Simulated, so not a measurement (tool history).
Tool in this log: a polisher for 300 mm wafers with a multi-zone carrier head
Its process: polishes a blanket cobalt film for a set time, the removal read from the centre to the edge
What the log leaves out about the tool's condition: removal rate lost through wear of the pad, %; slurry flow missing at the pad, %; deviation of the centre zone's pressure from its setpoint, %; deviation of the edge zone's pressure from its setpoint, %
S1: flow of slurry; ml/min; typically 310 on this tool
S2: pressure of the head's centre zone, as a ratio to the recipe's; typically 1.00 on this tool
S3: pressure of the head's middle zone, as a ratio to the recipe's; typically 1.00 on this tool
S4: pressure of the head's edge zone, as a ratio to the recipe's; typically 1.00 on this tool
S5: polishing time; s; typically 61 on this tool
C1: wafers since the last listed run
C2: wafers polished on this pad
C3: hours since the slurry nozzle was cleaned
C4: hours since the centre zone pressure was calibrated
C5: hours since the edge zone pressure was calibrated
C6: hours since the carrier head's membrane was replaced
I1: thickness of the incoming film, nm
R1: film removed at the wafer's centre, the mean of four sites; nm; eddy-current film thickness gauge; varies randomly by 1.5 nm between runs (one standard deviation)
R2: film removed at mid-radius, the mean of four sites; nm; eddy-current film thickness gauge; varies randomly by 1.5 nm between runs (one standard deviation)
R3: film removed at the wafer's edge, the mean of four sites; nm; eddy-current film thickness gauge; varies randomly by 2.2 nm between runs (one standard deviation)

Run 1, hour 0.0: usual settings; C1 0; C2 1186; C3 320.5; C4 1058.3; C5 138.3; C6 1254.7; I1 659.8. Result: R1 181.9 nm, R2 182.5 nm, R3 188.7 nm.
Run 2, hour 27.5: usual settings; C1 352; C2 1539; C3 348.0; C4 1085.8; C5 165.8; C6 1282.2; I1 651.5. Result: R1 181.9 nm, R2 182.7 nm, R3 185.4 nm.
At hour 34.4: worn pad replaced by a new one.
Run 3, hour 67.6: usual settings but S2 1.07; C1 462; C2 425; C3 388.1; C4 1125.9; C5 205.9; C6 1322.3; I1 663.7. Result: R1 191.2 nm, R2 182.6 nm, R3 184.7 nm.
Run 4, hour 130.6: usual settings but S2 1.07; C1 807; C2 1233; C3 451.1; C4 1188.9; C5 268.9; C6 1385.3; I1 649.2. Result: R1 192.8 nm, R2 179.3 nm, R3 185.3 nm.
At hour 153.0: worn pad replaced by a new one, of another model than before.
At hour 184.1: centre zone pressure recalibrated.
Run 5, hour 187.8: usual settings but S2 1.08, S5 74 s; C1 656; C2 420; C3 508.3; C4 3.7; C5 326.1; C6 1442.5; I1 651.0. Result: R1 211.7 nm, R2 199.5 nm, R3 205.7 nm.
Run 6, hour 224.8: usual settings but S3 0.94; C1 474; C2 895; C3 545.3; C4 40.7; C5 363.1; C6 1479.5; I1 652.4. Result: R1 159.2 nm, R2 153.4 nm, R3 171.5 nm.
Run 7, hour 258.3: usual settings but S3 0.94; C1 429; C2 1324; C3 578.8; C4 74.2; C5 396.6; C6 1513.0; I1 639.7. Result: R1 159.7 nm, R2 152.8 nm, R3 172.9 nm.
At hour 269.1: worn pad replaced by a new one.
Run 8, hour 286.7: usual settings; C1 312; C2 226; C3 607.2; C4 102.6; C5 425.0; C6 1541.4; I1 657.6. Result: R1 160.2 nm, R2 159.5 nm, R3 170.3 nm.
At hour 319.3: carrier head's membrane replaced by a new one.
Run 9, hour 343.7: usual settings but S2 1.08, S5 74 s; C1 666; C2 892; C3 664.2; C4 159.6; C5 482.0; C6 24.4; I1 644.7. Result: R1 201.8 nm, R2 193.5 nm, R3 208.1 nm.
At hour 386.1: slurry nozzle cleaned.
At hour 386.6: edge zone pressure recalibrated.
Run 10, hour 399.0: usual settings but S5 54 s; C1 689; C2 1582; C3 12.9; C4 214.9; C5 12.4; C6 79.7; I1 639.9. Result: R1 165.8 nm, R2 167.2 nm, R3 169.5 nm.
At hour 407.9: worn pad replaced by a new one.
Run 11, hour 442.6: usual settings but S1 205 ml/min, S4 1.11; C1 507; C2 445; C3 56.5; C4 258.5; C5 56.0; C6 123.3; I1 643.2. Result: R1 162.1 nm, R2 165.5 nm, R3 184.9 nm.
Run 12, hour 501.3: usual settings but S1 370 ml/min, S2 0.94, S4 0.96; C1 752; C2 1197; C3 115.2; C4 317.2; C5 114.7; C6 182.0; I1 655.6. Result: R1 177.8 nm, R2 187.6 nm, R3 185.9 nm.
At hour 522.8: worn pad replaced by a new one.
Run 13, hour 571.5: usual settings but S1 385 ml/min, S4 0.92; C1 848; C2 623; C3 185.4; C4 387.4; C5 184.9; C6 252.2; I1 648.4. Result: R1 187.5 nm, R2 185.8 nm, R3 181.3 nm.
Run 14, hour 607.2: usual settings; C1 457; C2 1081; C3 221.1; C4 423.1; C5 220.6; C6 287.9; I1 661.7. Result: R1 177.5 nm, R2 176.8 nm, R3 181.5 nm.

Here are 5 independent what-if runs from the current tool condition. What would each one return?
Run A, hour 607.6: usual settings; C1 5; C2 1086; C3 221.5; C4 423.5; C5 221.0; C6 288.3; I1 642.6. Result: R1 ?, R2 ?, R3 ?.
Run B, hour 607.6: usual settings but S2 1.11, S3 0.91, S4 0.96; C1 5; C2 1086; C3 221.5; C4 423.5; C5 221.0; C6 288.3; I1 642.6. Result: R1 ?, R2 ?, R3 ?.
Run C, hour 607.6: usual settings but S1 370 ml/min, S3 0.89; C1 5; C2 1086; C3 221.5; C4 423.5; C5 221.0; C6 288.3; I1 642.6. Result: R1 ?, R2 ?, R3 ?.
Run D, hour 607.6: usual settings but S5 74 s; C1 5; C2 1086; C3 221.5; C4 423.5; C5 221.0; C6 288.3; I1 642.6. Result: R1 ?, R2 ?, R3 ?.
Run E, hour 607.6: usual settings but S2 0.93, S5 52 s; C1 5; C2 1086; C3 221.5; C4 423.5; C5 221.0; C6 288.3; I1 642.6. Result: R1 ?, R2 ?, R3 ?.

run     R1     R2     R3
  A  174.7  176.1  183.8
  B  192.7  162.7  180.6
  C  181.9  165.7  189.1
  D  212.0  213.7  222.9
  E  139.1  150.2  156.7
Without the tool's unlogged condition, the same runs would have read:
run     R1     R2     R3
  A  188.4  188.4  193.3
  B  207.8  174.0  189.9
  C  192.7  174.6  196.8
  D  228.5  228.6  234.5
  E  150.0  160.7  164.8
